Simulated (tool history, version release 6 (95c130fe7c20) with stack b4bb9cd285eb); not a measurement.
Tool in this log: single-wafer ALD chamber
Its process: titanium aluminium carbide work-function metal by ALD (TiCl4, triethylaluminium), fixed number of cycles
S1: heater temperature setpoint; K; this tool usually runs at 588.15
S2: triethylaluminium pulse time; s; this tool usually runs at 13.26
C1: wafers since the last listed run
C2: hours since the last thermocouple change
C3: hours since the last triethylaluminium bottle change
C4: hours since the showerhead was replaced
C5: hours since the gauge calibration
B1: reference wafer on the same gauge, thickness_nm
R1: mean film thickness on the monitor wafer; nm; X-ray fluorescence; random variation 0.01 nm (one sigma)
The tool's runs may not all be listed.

{"run": 1, "hour": 0.0, "S1": 588.15, "S2": 13.26, "C1": 0, "C2": 1727.8, "C3": 416.3, "C4": 4427.2, "C5": 252.3, "B1": 2.511, "R1": 2.072}
{"run": 2, "hour": 10.7, "S1": 578.15, "S2": 13.26, "C1": 64, "C2": 1738.5, "C3": 427.0, "C4": 4437.9, "C5": 263.0, "B1": 2.503, "R1": 1.979}
{"run": 3, "hour": 25.8, "S1": 578.15, "S2": 13.26, "C1": 90, "C2": 1753.6, "C3": 442.1, "C4": 4453.0, "C5": 278.1, "B1": 2.515, "R1": 1.983}
{"run": 4, "hour": 43.4, "S1": 588.15, "S2": 13.26, "C1": 105, "C2": 1771.2, "C3": 459.7, "C4": 4470.6, "C5": 295.7, "B1": 2.51, "R1": 2.058}
{"run": 5, "hour": 58.8, "S1": 588.15, "S2": 13.26, "C1": 92, "C2": 1786.6, "C3": 475.1, "C4": 4486.0, "C5": 311.1, "B1": 2.505, "R1": 2.07}
{"hour": 69.0, "done": "triethylaluminium bottle replaced"}
{"run": 6, "hour": 74.8, "S1": 588.15, "S2": 13.26, "C1": 47, "C2": 1802.6, "C3": 5.8, "C4": 4502.0, "C5": 327.1, "B1": 2.508, "R1": 2.105}
{"hour": 84.7, "done": "showerhead replaced, of another model than before"}
{"hour": 88.9, "done": "gauge calibrated"}
{"run": 7, "hour": 105.9, "S1": 588.15, "S2": 13.26, "C1": 138, "C2": 1833.7, "C3": 36.9, "C4": 21.2, "C5": 17.0, "B1": 2.511, "R1": 2.094}
{"run": 8, "hour": 112.5, "S1": 588.15, "S2": 13.26, "C1": 39, "C2": 1840.3, "C3": 43.5, "C4": 27.8, "C5": 23.6, "B1": 2.513, "R1": 2.107}
{"run": 9, "hour": 125.7, "S1": 588.15, "S2": 13.26, "C1": 79, "C2": 1853.5, "C3": 56.7, "C4": 41.0, "C5": 36.8, "B1": 2.515, "R1": 2.101}
{"run": 10, "hour": 133.8, "S1": 588.15, "S2": 13.26, "C1": 48, "C2": 1861.6, "C3": 64.8, "C4": 49.1, "C5": 44.9, "B1": 2.51, "R1": 2.107}
{"run": 11, "hour": 144.8, "S1": 588.15, "S2": 13.26, "C1": 65, "C2": 1872.6, "C3": 75.8, "C4": 60.1, "C5": 55.9, "B1": 2.511, "R1": 2.115}
{"run": 12, "hour": 151.1, "S1": 576.15, "S2": 13.26, "C1": 37, "C2": 1878.9, "C3": 82.1, "C4": 66.4, "C5": 62.2, "B1": 2.508, "R1": 2.01}
{"run": 13, "hour": 165.4, "S1": 576.15, "S2": 13.26, "C1": 85, "C2": 1893.2, "C3": 96.4, "C4": 80.7, "C5": 76.5, "B1": 2.508, "R1": 2.017}
{"run": 14, "hour": 176.1, "S1": 597.15, "S2": 13.26, "C1": 64, "C2": 1903.9, "C3": 107.1, "C4": 91.4, "C5": 87.2, "B1": 2.515, "R1": 2.161}
{"run": 15, "hour": 184.2, "S1": 578.15, "S2": 18.23, "C1": 48, "C2": 1912.0, "C3": 115.2, "C4": 99.5, "C5": 95.3, "B1": 2.509, "R1": 2.045}
{"run": 16, "hour": 199.3, "S1": 579.15, "S2": 17.58, "C1": 90, "C2": 1927.1, "C3": 130.3, "C4": 114.6, "C5": 110.4, "B1": 2.511, "R1": 2.058}
{"hour": 208.8, "done": "thermocouple changed; heater temperature recalibrated"}
{"run": 17, "hour": 209.7, "S1": 588.15, "S2": 16.01, "C1": 14, "C2": 0.9, "C3": 140.7, "C4": 125.0, "C5": 120.8, "B1": 2.514, "R1": 2.1}
{"run": 18, "hour": 224.9, "S1": 598.15, "S2": 10.94, "C1": 91, "C2": 16.1, "C3": 155.9, "C4": 140.2, "C5": 136.0, "B1": 2.51, "R1": 2.138}
{"run": 19, "hour": 238.6, "S1": 588.15, "S2": 13.26, "C1": 82, "C2": 29.8, "C3": 169.6, "C4": 153.9, "C5": 149.7, "B1": 2.513, "R1": 2.096}
{"run": 20, "hour": 249.3, "S1": 581.15, "S2": 15.8, "C1": 64, "C2": 40.5, "C3": 180.3, "C4": 164.6, "C5": 160.4, "B1": 2.514, "R1": 2.055}
{"run": 21, "hour": 259.6, "S1": 600.15, "S2": 16.78, "C1": 61, "C2": 50.8, "C3": 190.6, "C4": 174.9, "C5": 170.7, "B1": 2.513, "R1": 2.2}
{"run": 22, "hour": 275.7, "S1": 595.15, "S2": 9.88, "C1": 96, "C2": 66.9, "C3": 206.7, "C4": 191.0, "C5": 186.8, "B1": 2.507, "R1": 2.133}
{"run": 23, "hour": 282.1, "S1": 588.15, "S2": 13.26, "C1": 38, "C2": 73.3, "C3": 213.1, "C4": 197.4, "C5": 193.2, "B1": 2.504, "R1": 2.088}
{"run": 24, "hour": 288.8, "S1": 588.15, "S2": 10.32, "C1": 40, "C2": 80.0, "C3": 219.8, "C4": 204.1, "C5": 199.9, "B1": 2.517, "R1": 2.078}
{"run": 25, "hour": 296.0, "S1": 577.15, "S2": 17.49, "C1": 43, "C2": 87.2, "C3": 227.0, "C4": 211.3, "C5": 207.1, "B1": 2.505, "R1": 2.043}
{"run": 26, "hour": 309.8, "S1": 594.15, "S2": 15.04, "C1": 82, "C2": 101.0, "C3": 240.8, "C4": 225.1, "C5": 220.9, "B1": 2.511, "R1": 2.152}
{"run": 27, "hour": 323.5, "S1": 595.15, "S2": 10.19, "C1": 82, "C2": 114.7, "C3": 254.5, "C4": 238.8, "C5": 234.6, "B1": 2.513, "R1": 2.127}
{"run": 28, "hour": 330.2, "S1": 583.15, "S2": 16.84, "C1": 40, "C2": 121.4, "C3": 261.2, "C4": 245.5, "C5": 241.3, "B1": 2.512, "R1": 2.083}
{"run": 29, "hour": 337.4, "S1": 596.15, "S2": 8.57, "C1": 43, "C2": 128.6, "C3": 268.4, "C4": 252.7, "C5": 248.5, "B1": 2.51, "R1": 2.111}
{"run": 30, "hour": 360.7, "S1": 578.15, "S2": 13.26, "C1": 139, "C2": 151.9, "C3": 291.7, "C4": 276.0, "C5": 271.8, "B1": 2.502, "R1": 2.026}
{"run": 31, "hour": 368.3, "S1": 601.15, "S2": 13.26, "C1": 45, "C2": 159.5, "C3": 299.3, "C4": 283.6, "C5": 279.4, "B1": 2.513, "R1": 2.195}
{"run": 32, "hour": 376.6, "S1": 579.15, "S2": 13.26, "C1": 49, "C2": 167.8, "C3": 307.6, "C4": 291.9, "C5": 287.7, "B1": 2.507, "R1": 2.035}
{"hour": 382.8, "done": "gauge calibrated"}
{"run": 33, "hour": 382.8, "S1": 578.15, "S2": 18.23, "C1": 37, "C2": 174.0, "C3": 313.8, "C4": 298.1, "C5": 0.0, "B1": 2.507, "R1": 2.018}
{"run": 34, "hour": 397.6, "S1": 598.15, "S2": 13.26, "C1": 88, "C2": 188.8, "C3": 328.6, "C4": 312.9, "C5": 14.8, "B1": 2.508, "R1": 2.15}

Hidden state or all else? Some run-to-run changes of R1, split into what the settings, what came in and random variation would give without the hidden state, and what is left for the hidden state (with any gauge scatter that isn't in both results):
Hidden state at play: wafer temperature above the value expected at the setpoint (K); triethylaluminium dose above that of a fresh bottle (%); gauge reads high (%).
Run 5 -> 6: triethylaluminium bottle replaced. R1 +0.035 nm: hidden state +0.049, all else -0.014.
Run 20 -> 21: S1 581.15 -> 600.15, S2 15.80 -> 16.78. R1 +0.145 nm: hidden state +0.000, all else +0.145.
Run 28 -> 29: S1 583.15 -> 596.15, S2 16.84 -> 8.57. R1 +0.028 nm: hidden state -0.018, all else +0.046.
Run 29 -> 30: S1 596.15 -> 578.15, S2 8.57 -> 13.26. R1 -0.085 nm: hidden state +0.012, all else -0.097.
Run 30 -> 31: S1 578.15 -> 601.15. R1 +0.169 nm: hidden state -0.002, all else +0.171.
Run 31 -> 32: S1 601.15 -> 579.15. R1 -0.160 nm: hidden state +0.000, all else -0.160.
